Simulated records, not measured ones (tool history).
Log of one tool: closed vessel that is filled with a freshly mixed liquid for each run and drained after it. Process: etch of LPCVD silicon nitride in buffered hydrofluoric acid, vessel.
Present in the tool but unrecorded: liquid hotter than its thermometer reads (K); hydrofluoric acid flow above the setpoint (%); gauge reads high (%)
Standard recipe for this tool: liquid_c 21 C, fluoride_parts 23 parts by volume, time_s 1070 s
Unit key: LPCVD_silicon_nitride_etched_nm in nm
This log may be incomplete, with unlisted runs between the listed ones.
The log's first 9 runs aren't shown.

run    hour  liquid_c  fluoride_parts  time_s  wafers since the last listed run  hours since the thermometer was replaced  hours since the hydrofluoric acid flow meter was replaced  hours since the gauge calibration  read-back film thickness of the LPCVD silicon nitride reference wafer, read on the same gauge (nm)  LPCVD_silicon_nitride_etched_nm
 10   491.5      19.5              27    1070                              2846                                     745.7                                                     2063.6                              591.2                                                                                                 130                             4.44
      501.3  -- thermometer replaced
      576.7  -- hydrofluoric acid flow meter replaced
 11   632.5      19.5              27    1070                              7913                                     131.2                                                       55.8                              732.2                                                                                              130.01                             4.44
 12     664      19.5              27    1070                              1793                                     162.7                                                       87.3                              763.7                                                                                              130.04                             4.49
 13   717.3        24              23    1070                              3034                                       216                                                      140.6                                817                                                                                              129.99                             6.35
 14   787.1        21            20.5    1070                              3973                                     285.8                                                      210.4                              886.8                                                                                              129.99                             5.82
 15   853.1        21              23    1070                              3757                                     351.8                                                      276.4                              952.8                                                                                              130.02                             5.43
 16   919.1        21              23    1070                              3757                                     417.8                                                      342.4                             1018.8                                                                                              130.03                             5.38
 17     966        21              23    1070                              2670                                     464.7                                                      389.3                             1065.7                                                                                                 130                             5.37
     1018.1  -- gauge calibrated
 18  1042.2      24.5              29    1405                              4338                                     540.9                                                      465.5                               24.1                                                                                                 130                             7.33
 19  1095.3        25              26    1070                              3023                                       594                                                      518.6                               77.2                                                                                              130.01                             6.18
 20  1125.5        21              23    1070                              1719                                     624.2                                                      548.8                              107.4                                                                                              129.98                             5.39
 21  1192.3        21              23    1070                              3803                                       691                                                      615.6                              174.2                                                                                                 130                             5.41
 22  1223.3        21            14.5    1070                              1764                                       722                                                      646.6                              205.2                                                                                              129.98                             8.14
 23  1263.5        19              23     745                              2288                                     762.2                                                      686.8                              245.4                                                                                              130.01                             3.31
 24    1296        24            27.5    1070                              1850                                     794.7                                                      719.3                              277.9                                                                                                 130                             5.64
 25  1335.7        23              23    1070                              2260                                     834.4                                                        759                              317.6                                                                                              129.98                                6
     1356.1  -- thermometer replaced
 26  1383.9        19            28.5    1070                              2687                                      27.8                                                      807.2                              365.8                                                                                              130.05                             4.14
 27  1408.1        21              23    1070                              1377                                        52                                                      831.4                                390                                                                                              129.96                             5.34
 28  1467.7        21              23    1070                              3393                                     111.6                                                        891                              449.6                                                                                              129.98                             5.38
 29  1666.1        17              30    1380                             11295                                       310                                                     1089.4                                648                                                                                              129.96                             4.61
 30  1718.4        21              23    1070                              2977                                     362.3                                                     1141.7                              700.3                                                                                              130.02                              5.4
 31    1850        21              23    1300                              7492                                     493.9                                                     1273.3                              831.9                                                                                              130.04                             6.54
 32  1878.5      17.5              30    1290                              1622                                     522.4                                                     1301.8                              860.4                                                                                              129.94                             4.43

Each row is a separate what-if for the run after 32, all from the same tool condition, not one after another. Results?
  A  1879.4        21              23    1070                                51                                     523.3                                                     1302.7                              861.3                                                                                                   ?                                ?
  B  1879.4        25              23    1070                                51                                     523.3                                                     1302.7                              861.3                                                                                                   ?                                ?
  C  1879.4        17              23    1405                                51                                     523.3                                                     1302.7                              861.3                                                                                                   ?                                ?

run  read-back film thickness of the LPCVD silicon nitride reference wafer, read on the same gauge (nm)  LPCVD_silicon_nitride_etched_nm
  A                                                                                              130.02                              5.4
  B                                                                                              130.02                             6.74
  C                                                                                              130.02                             5.66
The same runs, with their run-to-run variation unchanged, on a tool lacking any hidden condition would have given:
run  LPCVD_silicon_nitride_etched_nm
  A                              5.4
  B                             6.74
  C                             5.66
